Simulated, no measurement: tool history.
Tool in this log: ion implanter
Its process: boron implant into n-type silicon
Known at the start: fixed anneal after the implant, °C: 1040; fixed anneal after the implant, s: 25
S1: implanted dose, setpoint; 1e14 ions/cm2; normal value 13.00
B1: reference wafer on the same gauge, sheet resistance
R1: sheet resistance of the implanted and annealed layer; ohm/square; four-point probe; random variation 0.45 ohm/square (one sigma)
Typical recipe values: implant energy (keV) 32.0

run 1 day=0.000 | S1=13.00 implant_energy_(keV)=32.0 | B1=94.35 | R1=94.25
run 2 day=2.146 | S1=13.00 implant_energy_(keV)=32.0 | B1=94.44 | R1=94.67
run 3 day=6.075 | S1=13.00 implant_energy_(keV)=32.0 | B1=94.32 | R1=94.01
run 4 day=8.821 | S1=13.00 implant_energy_(keV)=32.0 | B1=94.31 | R1=93.80
run 5 day=10.608 | S1=13.00 implant_energy_(keV)=32.0 | B1=94.42 | R1=93.84
run 6 day=14.704 | S1=13.00 implant_energy_(keV)=32.0 | B1=94.17 | R1=93.15
-- day=20.312 gauge calibrated
run 7 day=23.046 | S1=13.00 implant_energy_(keV)=32.0 | B1=94.30 | R1=93.37
run 8 day=27.242 | S1=13.00 implant_energy_(keV)=32.0 | B1=94.47 | R1=93.19
run 9 day=29.725 | S1=10.93 implant_energy_(keV)=32.0 | B1=94.33 | R1=107.05
run 10 day=40.592 | S1=13.00 implant_energy_(keV)=43.0 | B1=94.16 | R1=90.60
-- day=41.254 Faraday cup replaced and dose calibrated
-- day=41.783 extraction supply calibrated
run 11 day=42.196 | S1=13.00 implant_energy_(keV)=32.0 | B1=94.22 | R1=95.43
run 12 day=45.138 | S1=16.56 implant_energy_(keV)=27.5 | B1=94.42 | R1=79.11
run 13 day=47.146 | S1=9.72 implant_energy_(keV)=32.0 | B1=94.33 | R1=122.55
run 14 day=48.821 | S1=9.29 implant_energy_(keV)=37.0 | B1=94.37 | R1=125.29
run 15 day=52.233 | S1=10.86 implant_energy_(keV)=40.5 | B1=94.13 | R1=110.17
run 16 day=55.550 | S1=16.40 implant_energy_(keV)=32.0 | B1=94.28 | R1=78.95

Below are 3 alternative next runs, each starting from the tool's condition after run 16. Predict each:
run A day=55.567 | S1=13.00 implant_energy_(keV)=32.0 | B1=? | R1=?
run B day=55.567 | S1=15.67 implant_energy_(keV)=40.5 | B1=? | R1=?
run C day=55.567 | S1=11.53 implant_energy_(keV)=32.0 | B1=? | R1=?

run=A B1=94.31 R1=94.98
run=B B1=94.31 R1=79.19
run=C B1=94.31 R1=105.37
The same runs, with their run-to-run variation unchanged, on a tool lacking any hidden condition would have given:
run=A R1=95.20
run=B R1=79.37
run=C R1=105.60
